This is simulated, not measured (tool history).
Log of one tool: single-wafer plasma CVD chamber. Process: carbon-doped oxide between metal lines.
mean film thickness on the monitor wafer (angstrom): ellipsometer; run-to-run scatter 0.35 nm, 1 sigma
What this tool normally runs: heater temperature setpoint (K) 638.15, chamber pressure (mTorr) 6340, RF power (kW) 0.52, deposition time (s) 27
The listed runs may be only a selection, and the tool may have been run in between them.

run,day,heater temperature setpoint (K),chamber pressure (mTorr),RF power (kW),deposition time (s),"read-back reference wafer on the same gauge, thickness_nm",mean film thickness on the monitor wafer (angstrom)
1,0,638.15,6340,0.52,29.9,136.986,1590.99
2,2.396,638.15,6340,0.52,29.9,137.009,1587.01
3,4.25,638.15,6340,0.52,29.2,136.997,1544.22
4,5.825,638.15,6340,0.52,29.2,137.048,1545.62
5,8.55,638.15,6340,0.52,29.2,136.978,1536.42
6,12.562,638.15,6340,0.52,27,136.935,1458.74
7,15.104,638.15,6690,0.52,27,137.01,1455.77
8,17.408,638.15,6340,0.52,28.3,136.99,1526.86
9,19.058,638.15,6340,0.52,28.3,137.024,1518.68
10,22.304,638.15,6340,0.52,28.3,137.016,1551.92
11,24.229,638.15,5130,0.595,31.4,136.924,1806.62
12,26.108,638.15,5910,0.58,27,136.996,1550.04
13,30.179,651.15,5890,0.52,25.5,136.982,1339.66
14,32.979,638.15,6340,0.52,27,137.006,1464.55
15,37.083,638.15,6340,0.52,27,137.107,1460.68
16,41.45,638.15,5710,0.58,30,136.962,1689.11
17,43.633,627.15,6340,0.55,27,137.001,1530.71
18,47.304,638.15,6340,0.52,27,136.978,1483.86
19,51.362,638.15,6340,0.52,27,137.107,1478.03
20,53.4,638.15,5910,0.58,27,137.001,1554.27
21,55.871,638.15,5530,0.52,24.2,137.018,1310.29
22,57.429,638.15,7310,0.52,27,136.992,1481.48
23,60.9,638.15,6340,0.52,27,137.02,1466.23
24,63.654,646.15,6340,0.485,25.1,137.03,1289.36
25,66.712,632.15,5620,0.52,27,136.943,1461.36
26,70.254,626.15,6340,0.52,30.5,136.986,1694.93
27,72.046,627.15,6340,0.55,27,136.938,1535.6

Between the runs listed above, the log contained 6 entries, not reproduced here. Where in the sequence does each belong, and how does what the log doesn't record of the tool's condition differ from the listed run before to the listed run after?
Between runs 4 and 5: showerhead replaced (day 7.942)
  wafer temperature above the value expected at the setpoint (K): 5.55 -> 5.69; delivered RF power above the setpoint (%): -4.83 -> -5.61
  difference, measured minus the result without the unlogged condition, mean film thickness on the monitor wafer (angstrom): -63.53 -> -70.58
Between runs 5 and 6: gauge calibrated (day 9.912); RF generator calibrated (day 11.679)
  wafer temperature above the value expected at the setpoint (K): 5.69 -> 5.89; delivered RF power above the setpoint (%): -5.61 -> -0.62
  difference, measured minus the result without the unlogged condition, mean film thickness on the monitor wafer (angstrom): -70.58 -> -27.15
Between runs 9 and 10: thermocouple changed; heater temperature recalibrated (day 20.746)
  wafer temperature above the value expected at the setpoint (K): 6.21 -> -0.598; delivered RF power above the setpoint (%): -0.86 -> -1.12
  difference, measured minus the result without the unlogged condition, mean film thickness on the monitor wafer (angstrom): -31.42 -> -6.71
Between runs 14 and 15: capacitance manometer re-zeroed and calibrated (day 33.792)
  wafer temperature above the value expected at the setpoint (K): -0.0722 -> 0.13; delivered RF power above the setpoint (%): -2.64 -> -3.5
  difference, measured minus the result without the unlogged condition, mean film thickness on the monitor wafer (angstrom): -20.39 -> -27.98
Between runs 17 and 18: RF generator calibrated (day 44.121)
  wafer temperature above the value expected at the setpoint (K): 0.453 -> 0.634; delivered RF power above the setpoint (%): -5.18 -> -0.675
  difference, measured minus the result without the unlogged condition, mean film thickness on the monitor wafer (angstrom): -45.19 -> -7.77
